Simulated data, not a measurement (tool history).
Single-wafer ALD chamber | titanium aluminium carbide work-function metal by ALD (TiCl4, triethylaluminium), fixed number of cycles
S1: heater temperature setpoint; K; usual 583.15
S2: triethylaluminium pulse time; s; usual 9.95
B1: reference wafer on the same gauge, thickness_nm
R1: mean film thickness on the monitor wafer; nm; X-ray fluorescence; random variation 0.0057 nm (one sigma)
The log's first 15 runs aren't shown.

Run 16, day 19.725: usual settings; B1 1.99. Result: R1 2.236 nm.
At day 20.475: thermocouple changed; heater temperature recalibrated.
Run 17, day 20.575: usual settings; B1 1.99. Result: R1 2.221 nm.
Run 18, day 23.321: usual settings but S1 570.15 K, S2 11.68 s; B1 1.99. Result: R1 2.155 nm.
Run 19, day 24.367: usual settings but S2 11.14 s; B1 1.99. Result: R1 2.258 nm.
Run 20, day 25.762: usual settings but S2 11.67 s; B1 1.991. Result: R1 2.268 nm.
Run 21, day 26.775: usual settings but S1 577.15 K, S2 7.57 s; B1 1.99. Result: R1 2.097 nm.
At day 27.346: triethylaluminium bottle replaced.
Run 22, day 27.879: usual settings but S1 591.15 K, S2 8.49 s; B1 1.99. Result: R1 2.314 nm.
Run 23, day 28.796: usual settings but S1 596.15 K, S2 11.37 s; B1 1.991. Result: R1 2.411 nm.
Run 24, day 30.254: usual settings but S1 587.15 K, S2 5.99 s; B1 1.99. Result: R1 2.199 nm.
Run 25, day 31.333: usual settings but S1 570.15 K, S2 8.82 s; B1 1.99. Result: R1 2.139 nm.
Run 26, day 32.712: usual settings; B1 1.99. Result: R1 2.273 nm.
Run 27, day 33.721: usual settings but S1 569.15 K, S2 6.97 s; B1 1.991. Result: R1 2.074 nm.
Run 28, day 34.696: usual settings but S1 595.15 K, S2 6.36 s; B1 1.99. Result: R1 2.265 nm.
Run 29, day 35.588: usual settings but S1 589.15 K, S2 12.32 s; B1 1.989. Result: R1 2.349 nm.
Run 30, day 36.496: usual settings but S1 574.15 K, S2 11.44 s; B1 1.99. Result: R1 2.217 nm.
Run 31, day 37.846: usual settings but S1 591.15 K; B1 1.988. Result: R1 2.335 nm.
Run 32, day 38.917: usual settings; B1 1.99. Result: R1 2.254 nm.

3 ways to go on from here, each from the tool as it stands after run 32. What would each give?
Run A, day 38.933: usual settings but S2 8.68 s; B1 ?. Result: R1 ?.
Run B, day 38.933: usual settings but S1 591.15 K, S2 6.71 s; B1 ?. Result: R1 ?.
Run C, day 38.933: usual settings but S1 590.15 K, S2 7.14 s; B1 ?. Result: R1 ?.

run     B1     R1
  A  1.989  2.237
  B  1.989   2.24
  C  1.989  2.248
Without the tool's hidden state the same runs would have given:
run     R1
  A  2.271
  B  2.285
  C   2.29
